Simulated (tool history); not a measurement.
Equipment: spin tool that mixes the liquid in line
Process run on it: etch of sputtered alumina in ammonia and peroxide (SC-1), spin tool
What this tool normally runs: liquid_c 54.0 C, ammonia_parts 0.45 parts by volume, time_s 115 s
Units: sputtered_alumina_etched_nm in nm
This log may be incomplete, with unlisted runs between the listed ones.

run    hour  liquid_c  ammonia_parts  time_s  wafers since the last listed run  hours since the thermometer was replaced  hours since the ammonia flow meter was replaced  hours since the heated supply line was repaired  hours since the drum of ammonia solution was connected  hours since the gauge calibration  read-back film thickness of the sputtered alumina reference wafer, read on the same gauge (nm)  sputtered_alumina_etched_nm
  1     0.0      54.0           0.45     115                                 0                                     868.4                                           2484.3                                           1818.0                                                    12.1                              385.2                                                                                          149.99                         5.26
       38.9  -- thermometer replaced
       40.8  -- ammonia flow meter replaced
  2    41.7      54.0           0.45     140                               213                                       2.8                                              0.9                                           1859.7                                                    53.8                              426.9                                                                                          149.99                         6.14
  3   105.9      51.5           0.30      55                               345                                      67.0                                             65.1                                           1923.9                                                   118.0                              491.1                                                                                          150.00                         2.03
  4   191.3      54.0           0.45      75                               459                                     152.4                                            150.5                                           2009.3                                                   203.4                              576.5                                                                                          150.01                         3.33
  5   251.2      54.0           0.30     115                               322                                     212.3                                            210.4                                           2069.2                                                   263.3                              636.4                                                                                          150.04                         4.87
  6   302.2      58.5           0.50     180                               274                                     263.3                                            261.4                                           2120.2                                                   314.3                              687.4                                                                                          150.00                        10.19
  7   332.3      47.5           0.35      55                               162                                     293.4                                            291.5                                           2150.3                                                   344.4                              717.5                                                                                          150.01                         1.66
  8   392.9      47.0           0.30     140                               326                                     354.0                                            352.1                                           2210.9                                                   405.0                              778.1                                                                                          150.01                         4.08
      434.9  -- new drum of ammonia solution connected
  9   477.8      63.0           0.45     115                               451                                     438.9                                            437.0                                           2295.8                                                    42.9                              863.0                                                                                          150.00                         8.23
 10   546.1      44.5           0.35      60                               367                                     507.2                                            505.3                                           2364.1                                                   111.2                              931.3                                                                                          150.01                         1.53
 11   591.0      47.0           0.55      70                               241                                     552.1                                            550.2                                           2409.0                                                   156.1                              976.2                                                                                          150.00                         2.17
      596.8  -- heated supply line repaired
 12   623.0      57.0           0.50      90                               166                                     584.1                                            582.2                                             26.2                                                   188.1                             1008.2                                                                                          150.00                         5.02
 13   671.4      54.0           0.45     115                               260                                     632.5                                            630.6                                             74.6                                                   236.5                             1056.6                                                                                          150.02                         5.39
 14   711.2      54.0           0.25     115                               214                                     672.3                                            670.4                                            114.4                                                   276.3                             1096.4                                                                                          150.00                         5.14
 15   752.4      54.0           0.45     115                               221                                     713.5                                            711.6                                            155.6                                                   317.5                             1137.6                                                                                          149.98                         5.44
 16   800.1      59.5           0.35     115                               256                                     761.2                                            759.3                                            203.3                                                   365.2                             1185.3                                                                                          150.03                         7.01
 17   827.6      54.0           0.45     115                               148                                     788.7                                            786.8                                            230.8                                                   392.7                             1212.8                                                                                          150.02                         5.47
 18   867.0      54.0           0.45      55                               212                                     828.1                                            826.2                                            270.2                                                   432.1                             1252.2                                                                                          150.03                         2.62
 19   914.6      54.0           0.45     115                               256                                     875.7                                            873.8                                            317.8                                                   479.7                             1299.8                                                                                          150.02                         5.52
 20   950.4      54.0           0.45     115                               192                                     911.5                                            909.6                                            353.6                                                   515.5                             1335.6                                                                                          150.00                         5.48
      951.7  -- new drum of ammonia solution connected
 21   975.3      60.5           0.60      55                               128                                     936.4                                            934.5                                            378.5                                                    23.6                             1360.5                                                                                          149.97                         3.78
 22  1035.1      48.0           0.45      50                               322                                     996.2                                            994.3                                            438.3                                                    83.4                             1420.3                                                                                          150.00                         1.71
     1055.6  -- thermometer replaced
 23  1091.1      54.0           0.45     115                               296                                      35.5                                           1050.3                                            494.3                                                   139.4                             1476.3                                                                                          149.97                         5.17
 24  1140.7      54.0           0.45      90                               267                                      85.1                                           1099.9                                            543.9                                                   189.0                             1525.9                                                                                          150.01                         4.09

Describe how what the log doesn't record of the tool's condition differs between the last listed run preceding each entry between runs and the first listed run following it.
From run 1 to run 2: thermometer replaced (hour 38.9); ammonia flow meter replaced (hour 40.8)
  liquid hotter than its thermometer reads (K): 0.919 -> 0.0519; temperature lost on the way to the wafer (K): 0.68 -> 0.692
  difference, measured minus the result without the unlogged condition, sputtered_alumina_etched_nm: +0.07 -> -0.21 nm
From run 8 to run 9: new drum of ammonia solution connected (hour 434.9)
  liquid hotter than its thermometer reads (K): 0.384 -> 0.464; temperature lost on the way to the wafer (K): 0.795 -> 0.819
  difference, measured minus the result without the unlogged condition, sputtered_alumina_etched_nm: -0.09 -> -0.15 nm
From run 11 to run 12: heated supply line repaired (hour 596.8)
  liquid hotter than its thermometer reads (K): 0.571 -> 0.601; temperature lost on the way to the wafer (K): 0.852 -> 0.0168
  difference, measured minus the result without the unlogged condition, sputtered_alumina_etched_nm: -0.04 -> +0.15 nm
From run 20 to run 21: new drum of ammonia solution connected (hour 951.7)
  liquid hotter than its thermometer reads (K): 0.91 -> 0.934; temperature lost on the way to the wafer (K): 0.112 -> 0.119
  difference, measured minus the result without the unlogged condition, sputtered_alumina_etched_nm: +0.23 -> +0.16 nm
From run 22 to run 23: thermometer replaced (hour 1055.6)
  liquid hotter than its thermometer reads (K): 0.99 -> 0.201; temperature lost on the way to the wafer (K): 0.137 -> 0.153
  difference, measured minus the result without the unlogged condition, sputtered_alumina_etched_nm: +0.08 -> +0.02 nm
